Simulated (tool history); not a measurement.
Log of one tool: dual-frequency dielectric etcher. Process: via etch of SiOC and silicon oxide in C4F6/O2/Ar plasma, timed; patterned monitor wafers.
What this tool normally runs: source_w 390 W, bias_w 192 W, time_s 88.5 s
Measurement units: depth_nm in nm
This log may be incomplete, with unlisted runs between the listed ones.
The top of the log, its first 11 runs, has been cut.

| run | hour | source_w | bias_w | time_s | wafers since the last listed run | hours since the last wet clean | hours since the last source power generator calibration | hours since the last bias power generator calibration | hours since the last upper electrode change | hours since the gauge calibration | read-back reference wafer on the same gauge, depth_nm | depth_nm |
|---|---|---|---|---|---|---|---|---|---|---|---|---|
| 12 | 301.6 | 420 | 192 | 88.5 | 4 | 0.8 | 31.4 | 4179.0 | 90.8 | 17.3 | 106.4 | 95.3 |
| 13 | 319.0 | 390 | 192 | 88.5 | 259 | 18.2 | 48.8 | 4196.4 | 108.2 | 34.7 | 106.7 | 94.6 |
| 14 | 351.4 | 390 | 192 | 88.5 | 482 | 50.6 | 81.2 | 4228.8 | 140.6 | 67.1 | 106.5 | 93.7 |
| 15 | 413.9 | 390 | 192 | 111.0 | 931 | 113.1 | 143.7 | 4291.3 | 203.1 | 129.6 | 106.2 | 117.8 |
| 16 | 463.9 | 450 | 207 | 73.0 | 745 | 163.1 | 193.7 | 4341.3 | 253.1 | 179.6 | 106.7 | 84.4 |
| 17 | 478.1 | 390 | 146 | 99.0 | 211 | 177.3 | 207.9 | 4355.5 | 267.3 | 193.8 | 106.8 | 90.1 |
| 18 | 495.4 | 390 | 214 | 101.0 | 257 | 194.6 | 225.2 | 4372.8 | 284.6 | 211.1 | 106.6 | 114.5 |
| 19 | 521.6 | 430 | 192 | 68.5 | 390 | 220.8 | 251.4 | 4399.0 | 310.8 | 237.3 | 106.4 | 75.3 |
|  | 534.0 | bias power generator calibrated |
| 20 | 550.5 | 490 | 174 | 107.5 | 371 | 249.7 | 280.3 | 16.5 | 339.7 | 266.2 | 106.5 | 117.1 |
| 21 | 578.8 | 350 | 205 | 112.5 | 421 | 278.0 | 308.6 | 44.8 | 368.0 | 294.5 | 106.6 | 122.0 |
| 22 | 592.6 | 390 | 232 | 72.0 | 205 | 291.8 | 322.4 | 58.6 | 381.8 | 308.3 | 106.9 | 86.5 |
| 23 | 614.4 | 360 | 192 | 88.5 | 324 | 313.6 | 344.2 | 80.4 | 403.6 | 330.1 | 106.6 | 92.6 |
| 24 | 642.8 | 310 | 170 | 98.0 | 423 | 342.0 | 372.6 | 108.8 | 432.0 | 358.5 | 106.7 | 93.6 |
| 25 | 677.8 | 390 | 192 | 88.5 | 521 | 377.0 | 407.6 | 143.8 | 467.0 | 393.5 | 106.2 | 96.9 |
| 26 | 708.7 | 390 | 192 | 112.0 | 460 | 407.9 | 438.5 | 174.7 | 497.9 | 424.4 | 106.8 | 122.7 |
| 27 | 733.1 | 390 | 207 | 64.5 | 363 | 432.3 | 462.9 | 199.1 | 522.3 | 448.8 | 106.6 | 73.3 |
| 28 | 751.4 | 390 | 192 | 88.5 | 272 | 450.6 | 481.2 | 217.4 | 540.6 | 467.1 | 106.6 | 96.8 |
| 29 | 783.4 | 490 | 151 | 108.0 | 477 | 482.6 | 513.2 | 249.4 | 572.6 | 499.1 | 106.7 | 111.1 |
| 30 | 801.0 | 470 | 205 | 88.5 | 262 | 500.2 | 530.8 | 267.0 | 590.2 | 516.7 | 106.5 | 105.4 |
| 31 | 821.9 | 340 | 232 | 100.0 | 311 | 521.1 | 551.7 | 287.9 | 611.1 | 537.6 | 106.8 | 116.8 |

Forecast each of these 3 alternatives for the next run:
| A | 822.3 | 390 | 192 | 96.5 | 5 | 521.5 | 552.1 | 288.3 | 611.5 | 538.0 | ? | ? |
| B | 822.3 | 470 | 167 | 111.5 | 5 | 521.5 | 552.1 | 288.3 | 611.5 | 538.0 | ? | ? |
| C | 822.3 | 440 | 192 | 114.0 | 5 | 521.5 | 552.1 | 288.3 | 611.5 | 538.0 | ? | ? |

| run | read-back reference wafer on the same gauge, depth_nm | depth_nm |
|---|---|---|
| A | 106.3 | 106.9 |
| B | 106.3 | 121.2 |
| C | 106.3 | 130.8 |
Without the tool's hidden state the same runs would have given:
| run | depth_nm |
|---|---|
| A | 103.0 |
| B | 116.7 |
| C | 126.0 |
